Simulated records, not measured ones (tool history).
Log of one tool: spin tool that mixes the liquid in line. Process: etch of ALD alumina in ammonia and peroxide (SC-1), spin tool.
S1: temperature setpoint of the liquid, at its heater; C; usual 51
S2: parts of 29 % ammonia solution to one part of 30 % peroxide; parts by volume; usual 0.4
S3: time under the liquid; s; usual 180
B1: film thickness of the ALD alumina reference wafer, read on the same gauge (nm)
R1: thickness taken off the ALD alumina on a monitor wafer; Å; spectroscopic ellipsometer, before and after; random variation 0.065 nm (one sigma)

run    hour    S1    S2   S3     B1     R1
  1       0    51   0.4  180  50.03  119.5
  2    45.9    51   0.4  180     50  118.9
  3   105.1    51   0.4  180  50.01  117.7
  4   138.8    51   0.4  180     50  118.3
  5   181.5  48.5   0.4   95  49.98   54.6
  6   220.6    51   0.4  180     50  118.7
      252.3  -- thermometer replaced
  7   252.8    56   0.6  140  49.99  122.7
  8   321.1    51   0.4  180  49.99  117.5
  9   357.1    51   0.3  280     50  176.8
 10   409.6  43.5   0.2  180  49.99   71.6
 11   474.7    51   0.4  180     50  116.8
 12   522.5  44.5  0.45  235     50  106.9
      581.2  -- ammonia flow meter replaced
 13   610.3    51   0.4  180  50.03  115.6
 14   661.4  58.5  0.55   95  50.02   94.5
      681.7  -- gauge calibrated
 15   693.6    51   0.4  280  50.02  180.2
      729.1  -- heated supply line repaired
 16   757.1    51   0.4  180     50  119.6
 17   821.9    51  0.25  270     50  170.7
      838.1  -- new drum of ammonia solution connected
 18   880.4    51   0.4  280     50  185.4
 19   933.8    58   0.4  180     50  172.9
 20   982.8    51   0.4  180  50.02  118.4
 21  1049.2    51   0.4  180  49.98    118
 22  1098.8    51  0.35  180  49.97  117.4
     1124.3  -- ammonia flow meter replaced
 23  1135.5    41   0.4  265  49.99   98.5
 24  1202.5    42   0.4   70     50   27.4

5 ways to go on from here, each from the tool as it stands after run 24. What would each give?
  A  1203  51  0.2  180   ?   ?
  B  1203  51  0.3  230   ?   ?
  C  1203  60  0.4  225   ?   ?
  D  1203  44  0.6  255   ?   ?
  E  1203  48  0.5  275   ?   ?

run     B1     R1
  A  49.99  109.5
  B  49.99  145.4
  C  49.99  235.7
  D  49.99  116.2
  E  49.99  154.6
Without the tool's hidden state the same runs would have given:
run     R1
  A  111.7
  B  148.4
  C  240.3
  D  118.7
  E  157.8
